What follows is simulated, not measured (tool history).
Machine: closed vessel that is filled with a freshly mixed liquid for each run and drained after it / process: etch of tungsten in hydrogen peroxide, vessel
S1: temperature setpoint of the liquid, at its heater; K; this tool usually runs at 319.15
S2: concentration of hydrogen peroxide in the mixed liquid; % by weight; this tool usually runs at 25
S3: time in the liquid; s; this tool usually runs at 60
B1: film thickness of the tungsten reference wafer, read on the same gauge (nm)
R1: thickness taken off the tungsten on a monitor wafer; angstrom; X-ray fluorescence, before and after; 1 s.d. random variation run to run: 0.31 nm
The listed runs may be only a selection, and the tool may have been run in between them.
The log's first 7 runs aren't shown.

run,hour,S1,S2,S3,B1,R1
8,112.7,319.15,25,60,109.99,1143.3
9,119.5,319.15,25,60,109.99,1142.9
10,132,319.15,25,60,109.95,1137
11,142.1,319.15,25,60,110.07,1138.5
12,157.9,319.15,25,60,109.96,1145.6
13,163.9,319.15,30,70,110.02,1456.7
14,171.7,319.15,30,70,110.03,1460.6
15,185.2,319.15,25,60,110,1137
16,200.4,319.15,25,70,110.01,1333.9
17,218.1,319.15,30,60,110.01,1258.4
# hour 222.9: peroxide flow meter replaced
18,230,319.15,25,60,109.98,1147.6
19,236.3,319.15,25,60,110.03,1145.6
# hour 237.4: new drum of peroxide connected
# hour 264.7: thermometer replaced
# hour 280.5: gauge calibrated
20,284.7,319.15,25,30,109.97,512.5
21,296.6,319.15,25,60,110.04,1026.7
22,311.3,319.15,29.5,60,109.97,1107.8
23,342,319.15,27.5,60,109.99,1070.7
24,353.8,310.65,28.5,60,110.01,634.2
25,362.1,312.65,20,60,109.97,607.9
26,377.8,314.15,21.5,90,110.01,1039.5
27,391.8,319.15,27,60,110.05,1072.4
28,404.1,319.15,25,60,109.97,1026.4
29,415.5,319.15,25,60,110.03,1028.8
30,432.1,319.15,25,60,109.97,1034.2
31,439.4,313.15,20.5,50,109.98,529.4

Below are 3 alternative next runs, each starting from the tool's condition after run 31. Predict each:
A,440.1,319.15,20,60,?,?
B,440.1,319.15,25,95,?,?
C,440.1,319.15,29.5,80,?,?

run,B1,R1
A,109.97,921.1
B,109.97,1630.5
C,109.97,1491.5
The same runs, with their run-to-run variation unchanged, on a tool lacking any hidden condition would have given:
run,R1
A,905.2
B,1602.4
C,1465.8
